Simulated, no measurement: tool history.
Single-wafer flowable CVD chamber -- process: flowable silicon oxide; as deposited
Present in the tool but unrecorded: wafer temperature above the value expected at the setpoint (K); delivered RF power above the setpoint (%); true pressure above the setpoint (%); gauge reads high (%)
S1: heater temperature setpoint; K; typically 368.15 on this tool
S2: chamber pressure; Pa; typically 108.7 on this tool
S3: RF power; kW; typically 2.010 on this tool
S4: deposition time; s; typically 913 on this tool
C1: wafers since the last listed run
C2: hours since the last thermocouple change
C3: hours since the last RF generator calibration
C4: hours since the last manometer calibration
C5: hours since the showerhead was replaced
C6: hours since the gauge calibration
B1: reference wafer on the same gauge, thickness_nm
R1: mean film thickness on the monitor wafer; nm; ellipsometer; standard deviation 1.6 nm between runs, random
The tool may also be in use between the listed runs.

| run | hour | S1 | S2 | S3 | S4 | C1 | C2 | C3 | C4 | C5 | C6 | B1 | R1 |
|---|---|---|---|---|---|---|---|---|---|---|---|---|---|
| 1 | 0.0 | 368.15 | 108.7 | 2.010 | 913 | 0 | 1763.8 | 788.9 | 1434.1 | 3319.4 | 1934.6 | 616.765 | 583.706 |
| 2 | 46.9 | 368.15 | 108.7 | 2.010 | 913 | 61 | 1810.7 | 835.8 | 1481.0 | 3366.3 | 1981.5 | 616.406 | 585.633 |
| 3 | 145.3 | 368.15 | 108.7 | 2.130 | 913 | 129 | 1909.1 | 934.2 | 1579.4 | 3464.7 | 2079.9 | 616.579 | 589.021 |
| 4 | 251.8 | 368.15 | 108.7 | 2.010 | 775 | 140 | 2015.6 | 1040.7 | 1685.9 | 3571.2 | 2186.4 | 616.189 | 496.971 |
|  | 291.6 | thermocouple changed; heater temperature recalibrated |
|  | 432.2 | gauge calibrated |
|  | 469.6 | showerhead replaced |
| 5 | 542.4 | 368.15 | 108.7 | 2.010 | 913 | 362 | 250.8 | 1331.3 | 1976.5 | 72.8 | 110.2 | 616.055 | 580.741 |
| 6 | 608.8 | 368.15 | 108.7 | 2.255 | 913 | 87 | 317.2 | 1397.7 | 2042.9 | 139.2 | 176.6 | 616.492 | 595.794 |
| 7 | 683.6 | 368.15 | 108.7 | 2.255 | 913 | 98 | 392.0 | 1472.5 | 2117.7 | 214.0 | 251.4 | 615.878 | 595.804 |
| 8 | 726.9 | 368.15 | 108.7 | 2.010 | 913 | 57 | 435.3 | 1515.8 | 2161.0 | 257.3 | 294.7 | 616.275 | 579.154 |
| 9 | 763.8 | 368.15 | 108.7 | 2.010 | 913 | 48 | 472.2 | 1552.7 | 2197.9 | 294.2 | 331.6 | 616.510 | 577.747 |
| 10 | 810.5 | 368.15 | 108.7 | 2.010 | 913 | 61 | 518.9 | 1599.4 | 2244.6 | 340.9 | 378.3 | 616.000 | 576.799 |
| 11 | 866.9 | 359.15 | 108.7 | 1.900 | 913 | 74 | 575.3 | 1655.8 | 2301.0 | 397.3 | 434.7 | 615.774 | 780.803 |
|  | 893.8 | capacitance manometer re-zeroed and calibrated |
| 12 | 968.6 | 368.15 | 108.7 | 2.010 | 913 | 123 | 677.0 | 1757.5 | 74.8 | 499.0 | 536.4 | 615.570 | 599.489 |
| 13 | 1063.9 | 368.15 | 108.7 | 2.010 | 913 | 125 | 772.3 | 1852.8 | 170.1 | 594.3 | 631.7 | 616.106 | 596.580 |
|  | 1095.4 | RF generator calibrated |
| 14 | 1134.3 | 368.15 | 100.0 | 2.010 | 913 | 82 | 842.7 | 38.9 | 240.5 | 664.7 | 702.1 | 615.728 | 550.590 |
| 15 | 1214.4 | 368.15 | 108.7 | 2.010 | 913 | 105 | 922.8 | 119.0 | 320.6 | 744.8 | 782.2 | 616.009 | 596.974 |
| 16 | 1250.7 | 357.15 | 108.7 | 2.010 | 913 | 47 | 959.1 | 155.3 | 356.9 | 781.1 | 818.5 | 615.689 | 879.758 |
| 17 | 1328.5 | 380.15 | 99.2 | 2.010 | 913 | 102 | 1036.9 | 233.1 | 434.7 | 858.9 | 896.3 | 616.127 | 343.990 |
| 18 | 1413.2 | 368.15 | 94.9 | 2.010 | 913 | 111 | 1121.6 | 317.8 | 519.4 | 943.6 | 981.0 | 616.017 | 518.389 |
| 19 | 1468.3 | 368.15 | 108.7 | 1.680 | 959 | 72 | 1176.7 | 372.9 | 574.5 | 998.7 | 1036.1 | 616.227 | 586.874 |
| 20 | 1543.5 | 368.15 | 130.9 | 2.220 | 913 | 99 | 1251.9 | 448.1 | 649.7 | 1073.9 | 1111.3 | 616.677 | 725.610 |
| 21 | 1592.1 | 376.15 | 91.3 | 2.325 | 748 | 64 | 1300.5 | 496.7 | 698.3 | 1122.5 | 1159.9 | 616.437 | 310.442 |
| 22 | 1637.8 | 368.15 | 108.7 | 2.010 | 913 | 60 | 1346.2 | 542.4 | 744.0 | 1168.2 | 1205.6 | 616.328 | 589.091 |
| 23 | 1695.1 | 368.15 | 129.2 | 2.010 | 913 | 75 | 1403.5 | 599.7 | 801.3 | 1225.5 | 1262.9 | 616.239 | 702.303 |
| 24 | 1762.8 | 376.15 | 108.7 | 2.010 | 743 | 89 | 1471.2 | 667.4 | 869.0 | 1293.2 | 1330.6 | 615.643 | 354.179 |
| 25 | 1850.6 | 368.15 | 108.7 | 2.010 | 913 | 115 | 1559.0 | 755.2 | 956.8 | 1381.0 | 1418.4 | 615.988 | 594.815 |
| 26 | 1898.6 | 378.15 | 108.7 | 1.645 | 913 | 63 | 1607.0 | 803.2 | 1004.8 | 1429.0 | 1466.4 | 616.149 | 378.815 |
| 27 | 1956.2 | 368.15 | 86.3 | 2.210 | 913 | 76 | 1664.6 | 860.8 | 1062.4 | 1486.6 | 1524.0 | 616.197 | 479.684 |
| 28 | 2017.9 | 368.15 | 108.7 | 2.405 | 784 | 81 | 1726.3 | 922.5 | 1124.1 | 1548.3 | 1585.7 | 615.992 | 524.492 |
| 29 | 2111.1 | 368.15 | 99.6 | 2.010 | 833 | 123 | 1819.5 | 1015.7 | 1217.3 | 1641.5 | 1678.9 | 616.256 | 492.939 |

Consider 3 possible next runs. They are alternatives, not a sequence: every one starts from the tool as it was left by run 29. What does each give?
| A | 2111.8 | 368.15 | 108.7 | 2.010 | 913 | 0 | 1820.2 | 1016.4 | 1218.0 | 1642.2 | 1679.6 | ? | ? |
| B | 2111.8 | 380.15 | 108.7 | 2.010 | 913 | 0 | 1820.2 | 1016.4 | 1218.0 | 1642.2 | 1679.6 | ? | ? |
| C | 2111.8 | 376.15 | 108.7 | 1.675 | 1043 | 0 | 1820.2 | 1016.4 | 1218.0 | 1642.2 | 1679.6 | ? | ? |

| run | B1 | R1 |
|---|---|---|
| A | 615.612 | 587.153 |
| B | 615.612 | 372.982 |
| C | 615.612 | 467.751 |
Without the tool's hidden state the same runs would have given:
| run | R1 |
|---|---|
| A | 595.542 |
| B | 378.311 |
| C | 474.434 |

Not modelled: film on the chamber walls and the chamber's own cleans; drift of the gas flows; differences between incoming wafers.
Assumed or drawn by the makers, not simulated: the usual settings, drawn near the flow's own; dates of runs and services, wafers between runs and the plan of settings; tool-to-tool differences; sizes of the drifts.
